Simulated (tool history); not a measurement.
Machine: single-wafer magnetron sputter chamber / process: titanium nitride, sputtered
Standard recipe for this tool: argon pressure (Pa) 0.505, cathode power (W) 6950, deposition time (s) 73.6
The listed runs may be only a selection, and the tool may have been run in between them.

run	hour	argon pressure (Pa)	cathode power (W)	deposition time (s)	wafers since the last listed run	wafers on the sputter target	hours since the last manometer calibration	hours since the magnet pack was replaced	hours since the gauge calibration	read-back reference wafer on the same gauge, thickness_nm	mean film thickness on the monitor wafer (Å)
1	0.0	0.505	6950	73.6	0	1685	1981.1	5076.0	2375.0	101.803	875.90
2	49.7	0.394	6950	73.6	802	2487	2030.8	5125.7	2424.7	101.805	923.86
3	123.5	0.394	6950	73.6	1191	3679	2104.6	5199.5	2498.5	101.790	924.96
4	213.1	0.580	6950	73.6	1446	5126	2194.2	5289.1	2588.1	101.843	846.60
5	320.9	0.580	6950	73.6	1740	6867	2302.0	5396.9	2695.9	101.797	846.38
6	413.2	0.505	6950	73.6	1490	8358	2394.3	5489.2	2788.2	101.812	879.50
# hour 470.2: magnet pack replaced
7	498.6	0.655	6950	73.6	1249	9607	2479.7	28.4	2873.6	101.772	818.89
8	579.1	0.655	6950	73.6	1300	10907	2560.2	108.9	2954.1	101.812	813.36
# hour 657.8: gauge calibrated
9	665.9	0.505	6950	73.6	1401	12309	2647.0	195.7	8.1	101.789	876.54
# hour 728.3: sputter target and shields replaced
10	759.6	0.505	6950	73.6	1383	505	2740.7	289.4	101.8	101.769	880.60
11	841.4	0.505	6950	73.6	1321	1826	2822.5	371.2	183.6	101.837	878.97
12	922.7	0.505	6950	73.6	1312	3139	2903.8	452.5	264.9	101.803	874.58
13	1008.6	0.505	8000	79.0	1387	4526	2989.7	538.4	350.8	101.793	1080.99
# hour 1202.0: capacitance manometer re-zeroed and calibrated
14	1250.2	0.654	5750	64.8	3772	8299	48.2	780.0	592.4	101.818	596.91
15	1548.0	0.505	6950	73.6	4809	13108	346.0	1077.8	890.2	101.774	878.96
# hour 1601.5: sputter target and shields replaced
16	1635.7	0.505	8150	73.6	1287	552	433.7	1165.5	977.9	101.797	1024.63
17	1737.3	0.505	6300	85.0	1640	2193	535.3	1267.1	1079.5	101.786	915.20
18	1825.6	0.505	7450	73.6	1425	3619	623.6	1355.4	1167.8	101.774	940.01
19	1927.6	0.505	8700	66.2	1647	5266	725.6	1457.4	1269.8	101.741	987.12
20	1987.6	0.334	6950	73.6	968	6235	785.6	1517.4	1329.8	101.807	947.60
21	2055.1	0.505	6950	73.6	1090	7325	853.1	1584.9	1397.3	101.781	876.66
22	2290.4	0.334	6950	73.6	3799	11125	1088.4	1820.2	1632.6	101.790	952.12
# hour 2345.4: sputter target and shields replaced
23	2361.8	0.505	6500	86.3	1023	265	1159.8	1891.6	1704.0	101.833	961.53
24	2401.6	0.329	8650	83.5	642	908	1199.6	1931.4	1743.8	101.785	1349.29
25	2475.0	0.505	8700	66.2	1185	2093	1273.0	2004.8	1817.2	101.806	987.93
26	2531.6	0.505	6950	73.6	914	3007	1329.6	2061.4	1873.8	101.760	875.76

What does the tool deliver on the next run?
27	2773.1	0.505	8250	73.6	3900	6907	1571.1	2302.9	2115.3	?	?

read-back reference wafer on the same gauge, thickness_nm: 101.763
mean film thickness on the monitor wafer (Å): 1033.91
If the tool had no hidden condition, the same run with the same run-to-run variation would have returned mean film thickness on the monitor wafer (Å) 1033.91.
